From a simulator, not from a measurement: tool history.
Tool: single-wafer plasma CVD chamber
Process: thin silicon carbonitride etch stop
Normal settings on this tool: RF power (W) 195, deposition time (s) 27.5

run,hour,RF power (W),deposition time (s),wafers since the last listed run,hours since the last thermocouple change,hours since the last RF generator calibration,hours since the showerhead was replaced,hours since the gauge calibration,"read-back reference wafer on the same gauge, thickness_nm",mean film thickness on the monitor wafer (nm)
1,0,195,29.3,0,589.9,723.5,5375.4,212.1,12.81,14.217
2,64.3,195,27.5,1716,654.2,787.8,5439.7,276.4,12.817,13.389
3,92.6,195,27.5,755,682.5,816.1,5468,304.7,12.8,13.342
4,119.6,195,27.5,720,709.5,843.1,5495,331.7,12.805,13.345
5,175.1,195,27.5,1481,765,898.6,5550.5,387.2,12.786,13.388
6,237.3,195,27.5,1660,827.2,960.8,5612.7,449.4,12.816,13.301
7,270.1,195,27.5,875,860,993.6,5645.5,482.2,12.795,13.423
# hour 304.6: gauge calibrated
8,335.6,195,27.5,1748,925.5,1059.1,5711,31,12.8,13.353
9,405.6,195,27.5,1868,995.5,1129.1,5781,101,12.788,13.3
# hour 432.6: thermocouple changed; heater temperature recalibrated
# hour 438.3: RF generator calibrated
10,464.6,195,23.6,1207,32,26.3,5840,160,12.799,11.707
# hour 498.3: showerhead replaced, of another model than before
11,503.9,195,27.5,835,71.3,65.6,5.6,199.3,12.808,13.682
12,541.3,195,24.6,998,108.7,103,43,236.7,12.815,12.167
13,600.9,230,25.3,1590,168.3,162.6,102.6,296.3,12.796,12.959
14,654.7,230,29.6,1435,222.1,216.4,156.4,350.1,12.805,15.227
15,682.3,235,27.5,736,249.7,244,184,377.7,12.816,14.228
16,742.5,195,27.5,1606,309.9,304.2,244.2,437.9,12.792,13.618
17,768.4,215,26.1,691,335.8,330.1,270.1,463.8,12.803,13.267
18,821.3,170,29.1,1411,388.7,383,323,516.7,12.81,13.984
19,852.5,165,29.3,832,419.9,414.2,354.2,547.9,12.794,13.973
20,887.7,195,27.5,939,455.1,449.4,389.4,583.1,12.81,13.46
# hour 940.3: gauge calibrated
21,957.2,195,27.5,1854,524.6,518.9,458.9,16.9,12.802,13.55

Below are 4 alternative next runs, each starting from the tool's condition after run 21. Predict each:
A,957.6,195,32.3,10,525,519.3,459.3,17.3,?,?
B,957.6,195,30,10,525,519.3,459.3,17.3,?,?
C,957.6,230,31.3,10,525,519.3,459.3,17.3,?,?
D,957.6,225,27.5,10,525,519.3,459.3,17.3,?,?

run,"read-back reference wafer on the same gauge, thickness_nm",mean film thickness on the monitor wafer (nm)
A,12.809,15.935
B,12.809,14.8
C,12.809,16
D,12.809,13.99
With no hidden state in the tool, these same runs would have given:
run,mean film thickness on the monitor wafer (nm)
A,16.148
B,14.998
C,16.213
D,14.176
